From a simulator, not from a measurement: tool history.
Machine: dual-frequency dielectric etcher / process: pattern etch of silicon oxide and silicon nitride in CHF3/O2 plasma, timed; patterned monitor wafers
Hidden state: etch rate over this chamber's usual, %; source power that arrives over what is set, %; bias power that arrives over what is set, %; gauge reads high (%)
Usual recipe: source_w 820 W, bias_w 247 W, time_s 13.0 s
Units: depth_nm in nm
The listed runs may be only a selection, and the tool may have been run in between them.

| run | day | source_w | bias_w | time_s | wafers since the last listed run | hours since the last wet clean | hours since the last source power generator calibration | hours since the last bias power generator calibration | hours since the last upper electrode change | hours since the gauge calibration | read-back reference wafer on the same gauge, depth_nm | depth_nm |
|---|---|---|---|---|---|---|---|---|---|---|---|---|
| 1 | 0.000 | 820 | 207 | 13.0 | 0 | 439.2 | 2046.5 | 2940.3 | 3851.7 | 61.7 | 23.45 | 23.93 |
| 2 | 0.529 | 820 | 247 | 13.0 | 156 | 451.9 | 2059.2 | 2953.0 | 3864.4 | 74.4 | 23.51 | 25.19 |
| 3 | 1.258 | 820 | 247 | 13.0 | 215 | 469.4 | 2076.7 | 2970.5 | 3881.9 | 91.9 | 23.55 | 25.22 |
| 4 | 1.579 | 750 | 247 | 15.0 | 94 | 477.1 | 2084.4 | 2978.2 | 3889.6 | 99.6 | 23.45 | 27.14 |
| 5 | 2.158 | 750 | 247 | 15.0 | 171 | 491.0 | 2098.3 | 2992.1 | 3903.5 | 113.5 | 23.49 | 27.79 |
| 6 | 2.746 | 750 | 247 | 15.0 | 173 | 505.1 | 2112.4 | 3006.2 | 3917.6 | 127.6 | 23.47 | 27.57 |
| 7 | 3.296 | 820 | 247 | 13.0 | 162 | 518.3 | 2125.6 | 3019.4 | 3930.8 | 140.8 | 23.50 | 25.13 |
| 8 | 3.992 | 820 | 247 | 13.0 | 205 | 535.0 | 2142.3 | 3036.1 | 3947.5 | 157.5 | 23.44 | 25.15 |
|  | 4.546 | bias power generator calibrated |
| 9 | 4.567 | 820 | 247 | 13.0 | 120 | 548.8 | 2156.1 | 0.5 | 3961.3 | 171.3 | 23.49 | 25.08 |
|  | 5.862 | wet clean of the chamber |
| 10 | 5.883 | 820 | 247 | 13.0 | 93 | 0.5 | 2187.7 | 32.1 | 3992.9 | 202.9 | 23.52 | 24.36 |
| 11 | 5.896 | 820 | 247 | 13.0 | 3 | 0.8 | 2188.0 | 32.4 | 3993.2 | 203.2 | 23.48 | 24.23 |
| 12 | 6.175 | 820 | 247 | 13.0 | 82 | 7.5 | 2194.7 | 39.1 | 3999.9 | 209.9 | 23.51 | 24.20 |
| 13 | 6.746 | 820 | 247 | 13.0 | 168 | 21.2 | 2208.4 | 52.8 | 4013.6 | 223.6 | 23.49 | 24.13 |
| 14 | 7.125 | 920 | 267 | 13.0 | 111 | 30.3 | 2217.5 | 61.9 | 4022.7 | 232.7 | 23.49 | 26.46 |
|  | 8.362 | upper electrode replaced |
| 15 | 8.475 | 820 | 247 | 13.0 | 103 | 62.7 | 2249.9 | 94.3 | 2.7 | 265.1 | 23.45 | 24.55 |
| 16 | 8.979 | 820 | 247 | 9.0 | 148 | 74.8 | 2262.0 | 106.4 | 14.8 | 277.2 | 23.48 | 16.95 |
|  | 9.492 | source power generator calibrated |
| 17 | 9.512 | 820 | 247 | 13.0 | 108 | 87.6 | 0.5 | 119.2 | 27.6 | 290.0 | 23.47 | 24.72 |
| 18 | 10.038 | 820 | 247 | 13.0 | 155 | 100.2 | 13.1 | 131.8 | 40.2 | 302.6 | 23.42 | 24.43 |
|  | 10.404 | gauge calibrated |
| 19 | 10.467 | 820 | 266 | 13.0 | 126 | 110.5 | 23.4 | 142.1 | 50.5 | 1.5 | 23.51 | 24.97 |
| 20 | 10.958 | 890 | 247 | 13.0 | 145 | 122.3 | 35.2 | 153.9 | 62.3 | 13.3 | 23.53 | 25.78 |
| 21 | 11.446 | 820 | 247 | 15.5 | 143 | 134.0 | 46.9 | 165.6 | 74.0 | 25.0 | 23.48 | 29.55 |
| 22 | 11.783 | 930 | 186 | 15.0 | 99 | 142.1 | 55.0 | 173.7 | 82.1 | 33.1 | 23.50 | 28.39 |
| 23 | 12.108 | 820 | 247 | 10.5 | 95 | 149.9 | 62.8 | 181.5 | 89.9 | 40.9 | 23.49 | 19.65 |
| 24 | 13.238 | 770 | 280 | 12.0 | 333 | 177.0 | 89.9 | 208.6 | 117.0 | 68.0 | 23.46 | 22.64 |

Run 25 is up next; what results do you expect?
| 25 | 13.892 | 700 | 263 | 14.5 | 193 | 192.7 | 105.6 | 224.3 | 132.7 | 83.7 | ? | ? |

Run 25 came out at read-back reference wafer on the same gauge, depth_nm 23.52, depth_nm 25.48 nm.
With the hidden condition absent and the run-to-run variation left alone, this run would have shown depth_nm 25.31 nm.
